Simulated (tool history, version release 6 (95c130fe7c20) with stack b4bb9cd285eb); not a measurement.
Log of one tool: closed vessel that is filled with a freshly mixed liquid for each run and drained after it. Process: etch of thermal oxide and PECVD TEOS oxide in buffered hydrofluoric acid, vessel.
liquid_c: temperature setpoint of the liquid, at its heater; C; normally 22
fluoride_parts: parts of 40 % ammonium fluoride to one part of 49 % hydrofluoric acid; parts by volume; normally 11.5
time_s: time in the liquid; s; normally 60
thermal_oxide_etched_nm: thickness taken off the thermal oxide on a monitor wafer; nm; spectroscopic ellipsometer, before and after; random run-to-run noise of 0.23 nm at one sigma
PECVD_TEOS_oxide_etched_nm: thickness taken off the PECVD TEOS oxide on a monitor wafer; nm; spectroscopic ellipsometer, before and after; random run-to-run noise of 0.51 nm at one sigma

run    hour  liquid_c  fluoride_parts  time_s  read-back film thickness of the thermal oxide reference wafer, read on the same gauge (nm)  read-back film thickness of the PECVD TEOS oxide reference wafer, read on the same gauge (nm)  thermal_oxide_etched_nm  PECVD_TEOS_oxide_etched_nm
  1       0        22            11.5      60                                                                                      129.96                                                                                          79.96                    53.56                       51.48
  2    46.5      18.5            11.5      60                                                                                      130.01                                                                                          80.03                    44.27                       43.21
  3    97.2      23.5            11.5      60                                                                                      130.04                                                                                             80                    58.74                       56.67
  4   166.9      23.5            11.5      60                                                                                      130.02                                                                                          79.98                    58.23                       55.56
  5   384.7        22              13      60                                                                                         130                                                                                          80.01                    47.18                       45.71
      411.6  -- gauge calibrated
  6   443.3        22              13      60                                                                                      130.02                                                                                          79.99                    46.64                        45.4
      463.7  -- thermometer replaced
  7     484        22              13      60                                                                                      130.06                                                                                             80                    51.05                       49.56
  8   521.9        22            11.5      60                                                                                      130.01                                                                                          80.02                    57.63                       55.15
  9   591.6        22             9.5      90                                                                                         130                                                                                          79.99                   101.57                       99.05
 10   676.3        18              16      80                                                                                      129.98                                                                                          79.98                    43.87                       42.01
 11     749      19.5            10.5      75                                                                                      130.06                                                                                          80.02                     67.3                       63.66
      800.5  -- hydrofluoric acid flow meter replaced
 12   839.9        22            11.5      60                                                                                         130                                                                                             80                    56.71                       54.52
 13   916.9        20               8      80                                                                                         130                                                                                          80.01                    93.68                        90.5
 14  1005.1        22            11.5      60                                                                                      130.04                                                                                          80.01                    56.24                       54.73
 15  1041.3      23.5            13.5      60                                                                                      130.01                                                                                             80                    51.76                       49.42
 16  1105.1      18.5               7      60                                                                                      129.99                                                                                          80.02                    73.77                       71.87

Predict the results of run 17:
 17  1141.8        22               7      60                                                                                           ?                                                                                              ?                        ?                           ?

Run 17 gave read-back film thickness of the thermal oxide reference wafer, read on the same gauge (nm) 130.03, read-back film thickness of the PECVD TEOS oxide reference wafer, read on the same gauge (nm) 79.99, thermal_oxide_etched_nm 89.99 nm, PECVD_TEOS_oxide_etched_nm 86.2 nm.
Had the tool carried no hidden state, the very same run would have given thermal_oxide_etched_nm 93.69 nm, PECVD_TEOS_oxide_etched_nm 89.75 nm.

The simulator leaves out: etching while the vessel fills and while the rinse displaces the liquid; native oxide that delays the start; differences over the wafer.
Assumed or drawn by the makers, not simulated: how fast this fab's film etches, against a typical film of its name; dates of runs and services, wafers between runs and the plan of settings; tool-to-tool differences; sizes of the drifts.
